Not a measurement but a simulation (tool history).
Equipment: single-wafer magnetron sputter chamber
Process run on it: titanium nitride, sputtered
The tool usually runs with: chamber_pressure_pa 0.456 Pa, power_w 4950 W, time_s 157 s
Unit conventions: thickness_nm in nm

| run | hour | chamber_pressure_pa | power_w | time_s | read-back reference wafer on the same gauge, thickness_nm | thickness_nm |
|---|---|---|---|---|---|---|
| 1 | 0.0 | 0.456 | 4950 | 157 | 126.292 | 142.298 |
| 2 | 39.3 | 0.456 | 4950 | 157 | 125.918 | 140.810 |
| 3 | 115.5 | 0.456 | 4950 | 157 | 125.823 | 140.250 |
| 4 | 190.4 | 0.456 | 4950 | 139 | 125.892 | 124.444 |
| 5 | 227.2 | 0.456 | 4950 | 139 | 125.916 | 125.647 |
| 6 | 298.8 | 0.456 | 4950 | 157 | 125.927 | 142.097 |
| 7 | 376.3 | 0.456 | 4950 | 157 | 126.417 | 143.331 |
|  | 422.8 | sputter target and shields replaced |
|  | 462.1 | capacitance manometer re-zeroed and calibrated |
| 8 | 481.2 | 0.456 | 4950 | 157 | 125.531 | 138.325 |
| 9 | 529.7 | 0.357 | 4950 | 157 | 126.077 | 144.319 |
|  | 534.8 | gauge calibrated |
| 10 | 602.9 | 0.456 | 4950 | 157 | 125.831 | 139.480 |
| 11 | 706.7 | 0.456 | 4950 | 157 | 125.858 | 138.280 |
|  | 770.1 | magnet pack replaced |
| 12 | 793.4 | 0.456 | 4950 | 126 | 126.326 | 112.193 |
| 13 | 889.0 | 0.312 | 4950 | 157 | 125.928 | 147.183 |
| 14 | 958.4 | 0.328 | 6100 | 130 | 125.722 | 146.358 |
| 15 | 1007.7 | 0.456 | 3950 | 157 | 126.211 | 115.352 |
|  | 1017.5 | sputter target and shields replaced |
| 16 | 1080.4 | 0.352 | 4950 | 143 | 126.181 | 131.995 |
| 17 | 1187.3 | 0.456 | 4150 | 157 | 125.774 | 120.847 |
| 18 | 1270.1 | 0.364 | 4600 | 157 | 126.107 | 135.738 |

Per-run results on a tool with no hidden state, each run keeping its own random variation:
The hidden state here: deposition rate above that of a new target (%); true argon pressure above the setpoint (%); gauge reads high (%).
| run | thickness_nm |
|---|---|
| 1 | 139.269 |
| 2 | 137.714 |
| 3 | 136.978 |
| 4 | 121.376 |
| 5 | 122.468 |
| 6 | 138.321 |
| 7 | 139.327 |
| 8 | 138.180 |
| 9 | 144.109 |
| 10 | 139.029 |
| 11 | 137.575 |
| 12 | 111.448 |
| 13 | 146.394 |
| 14 | 145.400 |
| 15 | 114.144 |
| 16 | 130.841 |
| 17 | 119.195 |
| 18 | 134.148 |
